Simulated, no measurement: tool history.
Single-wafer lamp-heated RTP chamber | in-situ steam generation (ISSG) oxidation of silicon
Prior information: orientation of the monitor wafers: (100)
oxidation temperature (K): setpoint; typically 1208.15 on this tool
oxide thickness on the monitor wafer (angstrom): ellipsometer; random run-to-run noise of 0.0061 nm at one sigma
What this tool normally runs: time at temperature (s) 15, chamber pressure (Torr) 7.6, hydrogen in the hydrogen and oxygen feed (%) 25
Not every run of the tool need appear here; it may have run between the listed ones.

run	day	oxidation temperature (K)	time at temperature (s)	chamber pressure (Torr)	hydrogen in the hydrogen and oxygen feed (%)	wafers since the last listed run	wafers since the last pyrometer calibration	hours since the pressure gauge was zeroed	hours since the hydrogen flow controller was replaced	hours since the gauge calibration	read-back reference wafer on the same gauge, thickness	oxide thickness on the monitor wafer (angstrom)
1	0.000	1208.15	10	7.6	25	0	2750	2770.2	3373.8	103.5	4.341	35.57
2	0.500	1208.15	15	7.6	25	68	2819	2782.2	3385.8	115.5	4.340	40.94
3	1.071	1208.15	15	7.6	25	78	2897	2795.9	3399.5	129.2	4.341	41.03
4	2.946	1208.15	15	7.6	25	256	3154	2840.9	3444.5	174.2	4.339	41.01
5	3.596	1208.15	19	7.9	25	89	3243	2856.5	3460.1	189.8	4.341	44.92
6	4.175	1208.15	19	7.9	25	79	3322	2870.4	3474.0	203.7	4.337	44.88
7	4.804	1208.15	11	7.6	25	86	3408	2885.5	3489.1	218.8	4.340	36.74
8	5.088	1208.15	15	8.6	25	38	3447	2892.3	3495.9	225.6	4.343	40.96
# day 5.846: pressure gauge zeroed
9	5.867	1208.15	15	8.6	25	61	3508	0.5	3514.6	244.3	4.342	40.88
10	6.571	1214.15	15	8.7	25	96	3605	17.4	3531.5	261.2	4.337	41.45
11	7.254	1214.15	15	8.7	25	93	3698	33.8	3547.9	277.6	4.340	41.48
12	7.658	1208.15	10	6.9	25	55	3754	43.5	3557.6	287.3	4.338	35.49
13	8.142	1208.15	15	7.6	25	66	3820	55.1	3569.2	298.9	4.342	41.23
14	8.725	1222.15	13	9.0	25	79	3900	69.1	3583.2	312.9	4.342	40.26
# day 11.154: pyrometer window cleaned and pyrometer calibrated
15	11.175	1228.15	10	7.6	25	289	2	127.9	3642.0	371.7	4.340	36.61
16	11.254	1208.15	15	7.6	29	10	13	129.8	3643.9	373.6	4.339	42.07
17	11.583	1214.15	15	8.4	16	45	58	137.7	3651.8	381.5	4.342	36.79
18	12.054	1195.15	15	7.6	25	64	123	149.0	3663.1	392.8	4.338	39.26
19	12.346	1208.15	20	7.1	25	39	163	156.0	3670.1	399.8	4.338	45.00
20	12.642	1225.15	15	6.9	32	40	203	163.1	3677.2	406.9	4.340	45.24
# day 13.017: hydrogen flow controller replaced
21	13.038	1208.15	15	7.6	20	8	212	172.6	0.5	416.4	4.340	38.14
22	13.404	1202.15	15	7.6	25	50	262	181.4	9.3	425.2	4.342	39.78
# day 14.104: gauge calibrated
23	14.154	1225.15	13	7.1	25	102	365	199.4	27.3	1.2	4.339	40.10
24	14.479	1208.15	15	7.6	25	44	409	207.2	35.1	9.0	4.337	40.54
25	14.892	1208.15	15	7.6	15	56	466	217.1	45.0	18.9	4.339	35.79
26	15.233	1208.15	15	6.9	25	46	512	225.3	53.2	27.1	4.341	40.34
27	17.029	1208.15	15	7.6	25	245	758	268.4	96.3	70.2	4.341	40.41
28	17.496	1208.15	15	7.6	25	63	822	279.6	107.5	81.4	4.343	40.41
29	18.192	1208.15	15	7.6	16	95	918	296.3	124.2	98.1	4.340	36.31
30	18.462	1197.15	15	7.6	25	37	955	302.8	130.7	104.6	4.339	39.46
31	19.104	1208.15	15	7.6	25	87	1043	318.2	146.1	120.0	4.340	40.55

Branching from run 31: 4 alternative next runs. What would each branch give?
A	19.125	1208.15	15	9.0	25	2	1045	318.7	146.6	120.5	?	?
B	19.125	1208.15	19	6.9	25	2	1045	318.7	146.6	120.5	?	?
C	19.125	1208.15	15	7.6	32	2	1045	318.7	146.6	120.5	?	?
D	19.125	1208.15	19	7.6	25	2	1045	318.7	146.6	120.5	?	?

run	read-back reference wafer on the same gauge, thickness	oxide thickness on the monitor wafer (angstrom)
A	4.339	40.25
B	4.339	44.28
C	4.339	43.56
D	4.339	44.42
With the hidden condition removed and each run's random variation left untouched, the same runs would have given:
run	oxide thickness on the monitor wafer (angstrom)
A	40.01
B	43.99
C	43.30
D	44.13

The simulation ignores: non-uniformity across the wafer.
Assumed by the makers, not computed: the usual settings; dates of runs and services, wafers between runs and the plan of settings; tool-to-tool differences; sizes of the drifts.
